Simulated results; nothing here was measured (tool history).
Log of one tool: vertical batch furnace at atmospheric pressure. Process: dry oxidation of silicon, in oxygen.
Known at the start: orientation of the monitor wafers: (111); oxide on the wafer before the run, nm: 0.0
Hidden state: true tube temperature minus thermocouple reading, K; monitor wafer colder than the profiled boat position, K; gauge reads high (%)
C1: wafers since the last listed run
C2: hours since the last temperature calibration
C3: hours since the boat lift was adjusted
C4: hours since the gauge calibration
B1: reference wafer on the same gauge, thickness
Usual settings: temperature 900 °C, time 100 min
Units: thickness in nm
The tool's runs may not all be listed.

Run 1, hour 0: usual settings but temperature 888 °C; C1 0; C2 1321.9; C3 3356; C4 138.6; B1 45.58. Result: thickness 37.95 nm.
Run 2, hour 33.6: usual settings but temperature 888 °C; C1 300; C2 1355.5; C3 3389.6; C4 172.2; B1 45.58. Result: thickness 38.21 nm.
Run 3, hour 53.7: usual settings but temperature 888 °C; C1 179; C2 1375.6; C3 3409.7; C4 192.3; B1 45.58. Result: thickness 37.95 nm.
Run 4, hour 85: usual settings; C1 279; C2 1406.9; C3 3441; C4 223.6; B1 45.57. Result: thickness 42.95 nm.
Run 5, hour 106.5: usual settings; C1 192; C2 1428.4; C3 3462.5; C4 245.1; B1 45.62. Result: thickness 42.98 nm.
Run 6, hour 142.1: usual settings; C1 318; C2 1464; C3 3498.1; C4 280.7; B1 45.55. Result: thickness 43.31 nm.
Run 7, hour 165.8: usual settings; C1 211; C2 1487.7; C3 3521.8; C4 304.4; B1 45.58. Result: thickness 43.04 nm.
Run 8, hour 182.9: usual settings but time 85 min; C1 152; C2 1504.8; C3 3538.9; C4 321.5; B1 45.62. Result: thickness 38.63 nm.
Run 9, hour 202.5: usual settings but temperature 882 °C; C1 175; C2 1524.4; C3 3558.5; C4 341.1; B1 45.61. Result: thickness 35.85 nm.
Run 10, hour 235.3: usual settings but temperature 882 °C; C1 293; C2 1557.2; C3 3591.3; C4 373.9; B1 45.7. Result: thickness 36.17 nm.
Run 11, hour 261.4: usual settings; C1 233; C2 1583.3; C3 3617.4; C4 400; B1 45.59. Result: thickness 43.57 nm.
Run 12, hour 276.1: usual settings but temperature 889 °C, time 54 min; C1 131; C2 1598; C3 3632.1; C4 414.7; B1 45.65. Result: thickness 25.35 nm.
Run 13, hour 298.2: usual settings but temperature 921 °C, time 70.5 min; C1 197; C2 1620.1; C3 3654.2; C4 436.8; B1 45.62. Result: thickness 42.25 nm.
At hour 333.5: boat lift adjusted.
Run 14, hour 334: usual settings; C1 105; C2 1655.9; C3 0.5; C4 472.6; B1 45.6. Result: thickness 43.55 nm.
At hour 346.1: gauge calibrated.
Run 15, hour 361.4: usual settings but temperature 877 °C, time 75 min; C1 245; C2 1683.3; C3 27.9; C4 15.3; B1 45.57. Result: thickness 28.11 nm.
At hour 413.9: thermocouples replaced and temperature profile calibrated.
Run 16, hour 414.4: usual settings; C1 259; C2 0.5; C3 80.9; C4 68.3; B1 45.57. Result: thickness 42.15 nm.
Run 17, hour 426.3: usual settings; C1 106; C2 12.4; C3 92.8; C4 80.2; B1 45.59. Result: thickness 42.27 nm.
Run 18, hour 451.4: usual settings; C1 224; C2 37.5; C3 117.9; C4 105.3; B1 45.63. Result: thickness 42.31 nm.
Run 19, hour 484.3: usual settings but temperature 923 °C, time 128.5 min; C1 294; C2 70.4; C3 150.8; C4 138.2; B1 45.58. Result: thickness 63.3 nm.
Run 20, hour 589.1: usual settings but temperature 891 °C, time 116 min; C1 937; C2 175.2; C3 255.6; C4 243; B1 45.59. Result: thickness 43.18 nm.
Run 21, hour 622.4: usual settings but temperature 922 °C, time 138 min; C1 297; C2 208.5; C3 288.9; C4 276.3; B1 45.64. Result: thickness 65.98 nm.
Run 22, hour 646.3: usual settings but time 66 min; C1 213; C2 232.4; C3 312.8; C4 300.2; B1 45.6. Result: thickness 31.67 nm.

3 ways to go on from here, each from the tool as it stands after run 22. What would each give?
Run A, hour 651.2: usual settings but time 118 min; C1 43; C2 237.3; C3 317.7; C4 305.1; B1 ?. Result: thickness ?.
Run B, hour 651.2: usual settings but temperature 882 °C, time 80.5 min; C1 43; C2 237.3; C3 317.7; C4 305.1; B1 ?. Result: thickness ?.
Run C, hour 651.2: usual settings but time 130 min; C1 43; C2 237.3; C3 317.7; C4 305.1; B1 ?. Result: thickness ?.

run     B1  thickness
  A  45.55       47.5
  B  45.55      30.24
  C  45.55      50.82
Without the tool's hidden state the same runs would have given:
run  thickness
  A      47.07
  B      29.96
  C      50.36
